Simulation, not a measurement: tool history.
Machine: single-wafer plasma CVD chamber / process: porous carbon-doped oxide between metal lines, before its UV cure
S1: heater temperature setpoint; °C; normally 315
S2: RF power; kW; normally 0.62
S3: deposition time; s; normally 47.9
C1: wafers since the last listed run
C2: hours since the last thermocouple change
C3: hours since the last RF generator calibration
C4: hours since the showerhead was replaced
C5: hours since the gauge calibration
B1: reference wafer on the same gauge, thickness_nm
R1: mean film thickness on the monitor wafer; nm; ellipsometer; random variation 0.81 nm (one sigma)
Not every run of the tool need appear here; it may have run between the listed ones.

{"run": 1, "hour": 0.0, "S1": 315, "S2": 0.62, "S3": 47.9, "C1": 0, "C2": 993.7, "C3": 1339.6, "C4": 4150.6, "C5": 274.7, "B1": 238.196, "R1": 280.884}
{"run": 2, "hour": 89.5, "S1": 315, "S2": 0.62, "S3": 47.9, "C1": 2181, "C2": 1083.2, "C3": 1429.1, "C4": 4240.1, "C5": 364.2, "B1": 237.62, "R1": 279.854}
{"run": 3, "hour": 172.7, "S1": 315, "S2": 0.62, "S3": 47.9, "C1": 2027, "C2": 1166.4, "C3": 1512.3, "C4": 4323.3, "C5": 447.4, "B1": 238.055, "R1": 280.538}
{"run": 4, "hour": 214.2, "S1": 315, "S2": 0.62, "S3": 47.9, "C1": 1011, "C2": 1207.9, "C3": 1553.8, "C4": 4364.8, "C5": 488.9, "B1": 237.988, "R1": 281.45}
{"run": 5, "hour": 269.8, "S1": 315, "S2": 0.62, "S3": 47.9, "C1": 1355, "C2": 1263.5, "C3": 1609.4, "C4": 4420.4, "C5": 544.5, "B1": 237.859, "R1": 279.541}
{"run": 6, "hour": 335.6, "S1": 315, "S2": 0.62, "S3": 47.9, "C1": 1603, "C2": 1329.3, "C3": 1675.2, "C4": 4486.2, "C5": 610.3, "B1": 237.787, "R1": 279.802}
{"run": 7, "hour": 423.8, "S1": 315, "S2": 0.62, "S3": 47.9, "C1": 2149, "C2": 1417.5, "C3": 1763.4, "C4": 4574.4, "C5": 698.5, "B1": 237.84, "R1": 278.325}
{"run": 8, "hour": 461.0, "S1": 315, "S2": 0.62, "S3": 47.9, "C1": 906, "C2": 1454.7, "C3": 1800.6, "C4": 4611.6, "C5": 735.7, "B1": 237.951, "R1": 278.937}
{"run": 9, "hour": 544.9, "S1": 315, "S2": 0.62, "S3": 47.9, "C1": 2044, "C2": 1538.6, "C3": 1884.5, "C4": 4695.5, "C5": 819.6, "B1": 237.995, "R1": 278.727}
{"run": 10, "hour": 592.2, "S1": 308, "S2": 0.555, "S3": 47.9, "C1": 1152, "C2": 1585.9, "C3": 1931.8, "C4": 4742.8, "C5": 866.9, "B1": 238.123, "R1": 271.692}
{"run": 11, "hour": 630.8, "S1": 315, "S2": 0.62, "S3": 47.9, "C1": 940, "C2": 1624.5, "C3": 1970.4, "C4": 4781.4, "C5": 905.5, "B1": 238.163, "R1": 278.811}
{"run": 12, "hour": 669.5, "S1": 326, "S2": 0.66, "S3": 55.5, "C1": 943, "C2": 1663.2, "C3": 2009.1, "C4": 4820.1, "C5": 944.2, "B1": 237.836, "R1": 314.66}
{"run": 13, "hour": 706.4, "S1": 315, "S2": 0.675, "S3": 50.9, "C1": 899, "C2": 1700.1, "C3": 2046, "C4": 4857, "C5": 981.1, "B1": 238.019, "R1": 312.073}
{"hour": 763.5, "done": "RF generator calibrated"}
{"run": 14, "hour": 791.9, "S1": 306, "S2": 0.73, "S3": 39.6, "C1": 1888, "C2": 1785.6, "C3": 28.4, "C4": 4942.5, "C5": 1066.6, "B1": 237.992, "R1": 280.589}
{"run": 15, "hour": 855.0, "S1": 315, "S2": 0.62, "S3": 47.9, "C1": 1537, "C2": 1848.7, "C3": 91.5, "C4": 5005.6, "C5": 1129.7, "B1": 237.699, "R1": 286.999}
{"hour": 870.8, "done": "gauge calibrated"}
{"run": 16, "hour": 951.3, "S1": 315, "S2": 0.74, "S3": 47.9, "C1": 2347, "C2": 1945, "C3": 187.8, "C4": 5101.9, "C5": 80.5, "B1": 238.072, "R1": 321.059}
{"run": 17, "hour": 1018.7, "S1": 304, "S2": 0.54, "S3": 42.4, "C1": 1642, "C2": 2012.4, "C3": 255.2, "C4": 5169.3, "C5": 147.9, "B1": 238.119, "R1": 248.476}
{"hour": 1043.2, "done": "showerhead replaced"}
{"hour": 1098.0, "done": "thermocouple changed; heater temperature recalibrated"}
{"run": 18, "hour": 1300.9, "S1": 328, "S2": 0.71, "S3": 47.9, "C1": 6488, "C2": 202.9, "C3": 537.4, "C4": 257.7, "C5": 430.1, "B1": 237.937, "R1": 281.453}
{"run": 19, "hour": 1345.5, "S1": 303, "S2": 0.62, "S3": 47.9, "C1": 1087, "C2": 247.5, "C3": 582, "C4": 302.3, "C5": 474.7, "B1": 238.167, "R1": 299.045}
{"run": 20, "hour": 1397.7, "S1": 315, "S2": 0.62, "S3": 41.6, "C1": 1272, "C2": 299.7, "C3": 634.2, "C4": 354.5, "C5": 526.9, "B1": 238.38, "R1": 242.451}
{"run": 21, "hour": 1482.5, "S1": 310, "S2": 0.62, "S3": 53.1, "C1": 2066, "C2": 384.5, "C3": 719, "C4": 439.3, "C5": 611.7, "B1": 238.286, "R1": 317.564}

Run 22 comes next. What will it give?
{"run": 22, "hour": 1553.9, "S1": 304, "S2": 0.54, "S3": 42.4, "C1": 1740, "C2": 455.9, "C3": 790.4, "C4": 510.7, "C5": 683.1, "B1": "?", "R1": "?"}

Logged for run 22: B1 237.886, R1 241.479 nm.
Take away the tool's hidden state, keep the run-to-run variation as it was, and the same run would have given R1 241.36 nm.

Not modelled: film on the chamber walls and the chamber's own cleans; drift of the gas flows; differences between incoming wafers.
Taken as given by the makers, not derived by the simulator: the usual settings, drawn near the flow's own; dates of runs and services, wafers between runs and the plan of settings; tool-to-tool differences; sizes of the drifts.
